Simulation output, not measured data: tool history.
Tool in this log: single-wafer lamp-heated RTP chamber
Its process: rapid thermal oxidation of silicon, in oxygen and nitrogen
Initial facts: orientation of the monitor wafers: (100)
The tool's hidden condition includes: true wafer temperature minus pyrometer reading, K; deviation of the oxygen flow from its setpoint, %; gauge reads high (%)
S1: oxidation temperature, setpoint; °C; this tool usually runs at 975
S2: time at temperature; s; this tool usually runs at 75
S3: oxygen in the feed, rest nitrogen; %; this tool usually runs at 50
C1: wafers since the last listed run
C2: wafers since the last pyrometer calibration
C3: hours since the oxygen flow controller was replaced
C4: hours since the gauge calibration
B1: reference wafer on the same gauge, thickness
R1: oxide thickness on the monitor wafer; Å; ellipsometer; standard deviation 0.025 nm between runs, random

{"run": 1, "day": 0.0, "S1": 975, "S2": 102, "S3": 50, "C1": 0, "C2": 199, "C3": 3567.5, "C4": 78.3, "B1": 4.013, "R1": 51.17}
{"run": 2, "day": 0.596, "S1": 975, "S2": 102, "S3": 50, "C1": 156, "C2": 356, "C3": 3581.8, "C4": 92.6, "B1": 4.023, "R1": 51.28}
{"run": 3, "day": 1.296, "S1": 975, "S2": 102, "S3": 50, "C1": 184, "C2": 540, "C3": 3598.6, "C4": 109.4, "B1": 4.02, "R1": 51.33}
{"run": 4, "day": 2.062, "S1": 975, "S2": 75, "S3": 50, "C1": 201, "C2": 741, "C3": 3617, "C4": 127.8, "B1": 4.02, "R1": 44.88}
{"run": 5, "day": 3.158, "S1": 975, "S2": 75, "S3": 50, "C1": 288, "C2": 1029, "C3": 3643.3, "C4": 154.1, "B1": 4.029, "R1": 45.46}
{"run": 6, "day": 4.042, "S1": 975, "S2": 75, "S3": 50, "C1": 232, "C2": 1262, "C3": 3664.5, "C4": 175.3, "B1": 4.017, "R1": 45.57}
{"run": 7, "day": 4.746, "S1": 975, "S2": 50, "S3": 50, "C1": 185, "C2": 1447, "C3": 3681.4, "C4": 192.2, "B1": 4.023, "R1": 38.73}
{"run": 8, "day": 5.262, "S1": 975, "S2": 55, "S3": 29, "C1": 135, "C2": 1583, "C3": 3693.8, "C4": 204.6, "B1": 4.017, "R1": 34.74}
{"run": 9, "day": 6.033, "S1": 975, "S2": 55, "S3": 29, "C1": 202, "C2": 1785, "C3": 3712.3, "C4": 223.1, "B1": 4.015, "R1": 34.95}
{"run": 10, "day": 7.1, "S1": 975, "S2": 75, "S3": 31, "C1": 280, "C2": 2066, "C3": 3737.9, "C4": 248.7, "B1": 4.018, "R1": 39.48}
{"run": 11, "day": 8.242, "S1": 975, "S2": 75, "S3": 31, "C1": 300, "C2": 2366, "C3": 3765.3, "C4": 276.1, "B1": 4.017, "R1": 39.42}
{"run": 12, "day": 9.562, "S1": 1001, "S2": 38, "S3": 31, "C1": 347, "C2": 2714, "C3": 3797, "C4": 307.8, "B1": 4.014, "R1": 35.95}
{"run": 13, "day": 10.15, "S1": 990, "S2": 98, "S3": 31, "C1": 154, "C2": 2868, "C3": 3811.1, "C4": 321.9, "B1": 4.026, "R1": 49.5}
{"run": 14, "day": 10.725, "S1": 975, "S2": 75, "S3": 21, "C1": 151, "C2": 3019, "C3": 3824.9, "C4": 335.7, "B1": 4.016, "R1": 36.17}
{"day": 11.208, "done": "oxygen flow controller replaced"}
{"run": 15, "day": 12.067, "S1": 975, "S2": 75, "S3": 50, "C1": 265, "C2": 3285, "C3": 20.6, "C4": 367.9, "B1": 4.02, "R1": 46.26}
{"day": 12.417, "done": "gauge calibrated"}
{"run": 16, "day": 12.75, "S1": 975, "S2": 75, "S3": 78, "C1": 179, "C2": 3464, "C3": 37, "C4": 8, "B1": 4.018, "R1": 53.46}
{"day": 13.538, "done": "pyrometer window cleaned and pyrometer calibrated"}
{"run": 17, "day": 16.133, "S1": 975, "S2": 46, "S3": 24, "C1": 802, "C2": 682, "C3": 118.2, "C4": 89.2, "B1": 4.021, "R1": 31.48}
{"run": 18, "day": 17.579, "S1": 975, "S2": 75, "S3": 50, "C1": 380, "C2": 1063, "C3": 152.9, "C4": 123.9, "B1": 4.022, "R1": 46.11}
{"run": 19, "day": 18.329, "S1": 975, "S2": 108, "S3": 37, "C1": 197, "C2": 1260, "C3": 170.9, "C4": 141.9, "B1": 4.021, "R1": 48.43}
{"run": 20, "day": 18.925, "S1": 955, "S2": 99, "S3": 50, "C1": 156, "C2": 1417, "C3": 185.2, "C4": 156.2, "B1": 4.015, "R1": 45.3}
{"run": 21, "day": 20.154, "S1": 1000, "S2": 50, "S3": 25, "C1": 323, "C2": 1740, "C3": 214.7, "C4": 185.7, "B1": 4.029, "R1": 37.36}
{"run": 22, "day": 21.438, "S1": 975, "S2": 75, "S3": 50, "C1": 337, "C2": 2077, "C3": 245.5, "C4": 216.5, "B1": 4.02, "R1": 45.64}

Alternative continuations, all from the tool just after run 22; predict every row:
{"run": "A", "day": 21.458, "S1": 965, "S2": 75, "S3": 50, "C1": 5, "C2": 2083, "C3": 246, "C4": 217, "B1": "?", "R1": "?"}
{"run": "B", "day": 21.458, "S1": 988, "S2": 56, "S3": 76, "C1": 5, "C2": 2083, "C3": 246, "C4": 217, "B1": "?", "R1": "?"}
{"run": "C", "day": 21.458, "S1": 999, "S2": 75, "S3": 50, "C1": 5, "C2": 2083, "C3": 246, "C4": 217, "B1": "?", "R1": "?"}
{"run": "D", "day": 21.458, "S1": 960, "S2": 49, "S3": 50, "C1": 5, "C2": 2083, "C3": 246, "C4": 217, "B1": "?", "R1": "?"}

run=A B1=4.026 R1=43.24
run=B B1=4.026 R1=51.51
run=C B1=4.026 R1=54.82
run=D B1=4.026 R1=35.65
The same runs, with their run-to-run variation unchanged, on a tool lacking any hidden condition would have given:
run=A R1=41.9
run=B R1=49.82
run=C R1=53.04
run=D R1=34.69
